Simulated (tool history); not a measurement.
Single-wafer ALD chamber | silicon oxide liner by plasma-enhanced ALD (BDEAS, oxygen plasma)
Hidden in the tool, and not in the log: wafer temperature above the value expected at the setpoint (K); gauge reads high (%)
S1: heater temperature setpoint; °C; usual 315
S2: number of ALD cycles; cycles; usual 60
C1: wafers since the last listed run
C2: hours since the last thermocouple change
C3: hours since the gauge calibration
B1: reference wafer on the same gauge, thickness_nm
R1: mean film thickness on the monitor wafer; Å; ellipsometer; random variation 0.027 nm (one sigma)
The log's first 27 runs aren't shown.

run	hour	S1	S2	C1	C2	C3	B1	R1
28	2259.1	307	68	312	755.9	1179.8	4.393	61.21
29	2321.4	315	56	268	818.2	1242.1	4.391	49.89
30	2423.9	315	60	441	920.7	1344.6	4.379	53.00
31	2466.1	308	60	181	962.9	1386.8	4.377	53.92
32	2504.9	315	60	167	1001.7	1425.6	4.369	52.98
33	2562.6	315	60	248	1059.4	1483.3	4.377	52.92
34	2651.4	300	63	382	1148.2	1572.1	4.361	58.02
35	2746.6	308	70	409	1243.4	1667.3	4.367	61.96
36	2797.7	302	60	219	1294.5	1718.4	4.362	54.52
37	2888.6	306	64	391	1385.4	1809.3	4.356	57.15
38	2930.1	328	49	178	1426.9	1850.8	4.362	42.39
# hour 2953.9: thermocouple changed; heater temperature recalibrated
39	3007.3	323	49	297	53.4	1928.0	4.354	42.52
40	3043.7	329	60	156	89.8	1964.4	4.355	52.06
41	3109.1	321	67	281	155.2	2029.8	4.346	58.20
42	3158.0	315	70	210	204.1	2078.7	4.339	61.51
43	3213.4	315	65	238	259.5	2134.1	4.349	57.05

Forecast each of these 3 alternatives for the next run:
A	3213.9	303	60	2	260.0	2134.6	?	?
B	3213.9	308	49	2	260.0	2134.6	?	?
C	3213.9	315	55	2	260.0	2134.6	?	?

run	B1	R1
A	4.347	54.16
B	4.347	43.88
C	4.347	48.70
Without the tool's hidden state the same runs would have given:
run	R1
A	57.18
B	46.32
C	51.41
